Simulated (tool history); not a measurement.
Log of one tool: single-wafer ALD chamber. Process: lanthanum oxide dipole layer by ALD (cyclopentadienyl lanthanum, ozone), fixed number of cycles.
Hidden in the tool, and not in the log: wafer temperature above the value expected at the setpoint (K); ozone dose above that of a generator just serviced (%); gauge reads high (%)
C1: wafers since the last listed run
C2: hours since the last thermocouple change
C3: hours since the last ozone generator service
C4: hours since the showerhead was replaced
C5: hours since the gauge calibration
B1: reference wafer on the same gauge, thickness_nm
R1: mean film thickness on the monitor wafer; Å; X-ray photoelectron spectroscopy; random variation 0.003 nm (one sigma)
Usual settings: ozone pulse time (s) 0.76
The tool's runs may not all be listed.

{"run": 1, "day": 0.0, "ozone pulse time (s)": 0.76, "C1": 0, "C2": 2623.2, "C3": 1375.5, "C4": 3633.5, "C5": 595.2, "B1": 0.561, "R1": 4.71}
{"run": 2, "day": 0.738, "ozone pulse time (s)": 0.76, "C1": 272, "C2": 2640.9, "C3": 1393.2, "C4": 3651.2, "C5": 612.9, "B1": 0.563, "R1": 4.71}
{"run": 3, "day": 1.4, "ozone pulse time (s)": 0.76, "C1": 244, "C2": 2656.8, "C3": 1409.1, "C4": 3667.1, "C5": 628.8, "B1": 0.562, "R1": 4.7}
{"run": 4, "day": 2.2, "ozone pulse time (s)": 0.76, "C1": 295, "C2": 2676, "C3": 1428.3, "C4": 3686.3, "C5": 648, "B1": 0.563, "R1": 4.73}
{"run": 5, "day": 3.554, "ozone pulse time (s)": 0.76, "C1": 499, "C2": 2708.5, "C3": 1460.8, "C4": 3718.8, "C5": 680.5, "B1": 0.564, "R1": 4.64}
{"run": 6, "day": 4.4, "ozone pulse time (s)": 0.76, "C1": 312, "C2": 2728.8, "C3": 1481.1, "C4": 3739.1, "C5": 700.8, "B1": 0.563, "R1": 4.66}
{"run": 7, "day": 5.333, "ozone pulse time (s)": 0.76, "C1": 344, "C2": 2751.2, "C3": 1503.5, "C4": 3761.5, "C5": 723.2, "B1": 0.562, "R1": 4.64}
{"run": 8, "day": 6.146, "ozone pulse time (s)": 0.52, "C1": 299, "C2": 2770.7, "C3": 1523, "C4": 3781, "C5": 742.7, "B1": 0.563, "R1": 3.46}
{"run": 9, "day": 6.95, "ozone pulse time (s)": 0.76, "C1": 296, "C2": 2790, "C3": 1542.3, "C4": 3800.3, "C5": 762, "B1": 0.562, "R1": 4.65}
{"run": 10, "day": 8.446, "ozone pulse time (s)": 0.76, "C1": 551, "C2": 2825.9, "C3": 1578.2, "C4": 3836.2, "C5": 797.9, "B1": 0.564, "R1": 4.67}
{"run": 11, "day": 9.154, "ozone pulse time (s)": 0.83, "C1": 261, "C2": 2842.9, "C3": 1595.2, "C4": 3853.2, "C5": 814.9, "B1": 0.564, "R1": 4.89}
{"day": 9.808, "done": "ozone generator serviced"}
{"run": 12, "day": 9.829, "ozone pulse time (s)": 0.76, "C1": 126, "C2": 2859.1, "C3": 0.5, "C4": 3869.4, "C5": 831.1, "B1": 0.562, "R1": 5.1}
{"run": 13, "day": 11.042, "ozone pulse time (s)": 0.76, "C1": 447, "C2": 2888.2, "C3": 29.6, "C4": 3898.5, "C5": 860.2, "B1": 0.563, "R1": 5.07}
{"run": 14, "day": 12.112, "ozone pulse time (s)": 0.53, "C1": 395, "C2": 2913.9, "C3": 55.3, "C4": 3924.2, "C5": 885.9, "B1": 0.561, "R1": 3.92}
{"day": 12.875, "done": "showerhead replaced"}
{"run": 15, "day": 12.912, "ozone pulse time (s)": 0.65, "C1": 172, "C2": 2933.1, "C3": 74.5, "C4": 0.9, "C5": 905.1, "B1": 0.563, "R1": 4.62}
{"run": 16, "day": 14.179, "ozone pulse time (s)": 0.76, "C1": 467, "C2": 2963.5, "C3": 104.9, "C4": 31.3, "C5": 935.5, "B1": 0.563, "R1": 4.98}
{"run": 17, "day": 14.954, "ozone pulse time (s)": 1.02, "C1": 285, "C2": 2982.1, "C3": 123.5, "C4": 49.9, "C5": 954.1, "B1": 0.565, "R1": 5.82}
{"run": 18, "day": 15.779, "ozone pulse time (s)": 0.58, "C1": 304, "C2": 3001.9, "C3": 143.3, "C4": 69.7, "C5": 973.9, "B1": 0.563, "R1": 4.2}
{"run": 19, "day": 16.954, "ozone pulse time (s)": 0.92, "C1": 433, "C2": 3030.1, "C3": 171.5, "C4": 97.9, "C5": 1002.1, "B1": 0.562, "R1": 5.47}
{"run": 20, "day": 17.6, "ozone pulse time (s)": 1, "C1": 238, "C2": 3045.6, "C3": 187, "C4": 113.4, "C5": 1017.6, "B1": 0.563, "R1": 5.71}
{"day": 17.808, "done": "gauge calibrated"}
{"run": 21, "day": 18.496, "ozone pulse time (s)": 0.76, "C1": 330, "C2": 3067.1, "C3": 208.5, "C4": 134.9, "C5": 16.5, "B1": 0.564, "R1": 4.93}
{"run": 22, "day": 19.075, "ozone pulse time (s)": 0.76, "C1": 213, "C2": 3081, "C3": 222.4, "C4": 148.8, "C5": 30.4, "B1": 0.564, "R1": 5.05}
{"run": 23, "day": 19.712, "ozone pulse time (s)": 0.76, "C1": 235, "C2": 3096.3, "C3": 237.7, "C4": 164.1, "C5": 45.7, "B1": 0.565, "R1": 4.98}
{"run": 24, "day": 20.958, "ozone pulse time (s)": 0.86, "C1": 459, "C2": 3126.2, "C3": 267.6, "C4": 194, "C5": 75.6, "B1": 0.564, "R1": 5.25}
{"run": 25, "day": 21.671, "ozone pulse time (s)": 0.56, "C1": 262, "C2": 3143.3, "C3": 284.7, "C4": 211.1, "C5": 92.7, "B1": 0.564, "R1": 3.95}
{"run": 26, "day": 22.212, "ozone pulse time (s)": 0.66, "C1": 199, "C2": 3156.3, "C3": 297.7, "C4": 224.1, "C5": 105.7, "B1": 0.564, "R1": 4.49}
{"day": 23.588, "done": "thermocouple changed; heater temperature recalibrated"}
{"run": 27, "day": 23.712, "ozone pulse time (s)": 0.76, "C1": 430, "C2": 3, "C3": 333.7, "C4": 260.1, "C5": 141.7, "B1": 0.562, "R1": 4.93}
{"run": 28, "day": 25.075, "ozone pulse time (s)": 0.85, "C1": 502, "C2": 35.7, "C3": 366.4, "C4": 292.8, "C5": 174.4, "B1": 0.563, "R1": 5.27}
{"run": 29, "day": 26.375, "ozone pulse time (s)": 0.76, "C1": 479, "C2": 66.9, "C3": 397.6, "C4": 324, "C5": 205.6, "B1": 0.564, "R1": 4.9}
{"run": 30, "day": 27.438, "ozone pulse time (s)": 0.97, "C1": 391, "C2": 92.4, "C3": 423.1, "C4": 349.5, "C5": 231.1, "B1": 0.564, "R1": 5.51}
{"run": 31, "day": 28.804, "ozone pulse time (s)": 0.57, "C1": 504, "C2": 125.2, "C3": 455.9, "C4": 382.3, "C5": 263.9, "B1": 0.563, "R1": 3.98}
{"run": 32, "day": 30.192, "ozone pulse time (s)": 0.76, "C1": 511, "C2": 158.5, "C3": 489.2, "C4": 415.6, "C5": 297.2, "B1": 0.563, "R1": 4.85}
{"run": 33, "day": 31.104, "ozone pulse time (s)": 1.04, "C1": 336, "C2": 180.4, "C3": 511.1, "C4": 437.5, "C5": 319.1, "B1": 0.562, "R1": 5.6}
{"run": 34, "day": 32.5, "ozone pulse time (s)": 0.6, "C1": 514, "C2": 213.9, "C3": 544.6, "C4": 471, "C5": 352.6, "B1": 0.562, "R1": 4.08}

Hidden state or all else? Some run-to-run changes of R1, split into what the settings, what came in and random variation would give without the hidden state, and what is left for the hidden state (with any gauge scatter that isn't in both results):
Run 11 -> 12: ozone pulse time (s) 0.83 -> 0.76, ozone generator serviced. R1 +0.21 Å: hidden state +0.42, all else -0.21.
Run 17 -> 18: ozone pulse time (s) 1.02 -> 0.58. R1 -1.62 Å: hidden state -0.04, all else -1.58.
Run 30 -> 31: ozone pulse time (s) 0.97 -> 0.57. R1 -1.53 Å: hidden state -0.08, all else -1.45.
Run 33 -> 34: ozone pulse time (s) 1.04 -> 0.6. R1 -1.52 Å: hidden state -0.1, all else -1.42.

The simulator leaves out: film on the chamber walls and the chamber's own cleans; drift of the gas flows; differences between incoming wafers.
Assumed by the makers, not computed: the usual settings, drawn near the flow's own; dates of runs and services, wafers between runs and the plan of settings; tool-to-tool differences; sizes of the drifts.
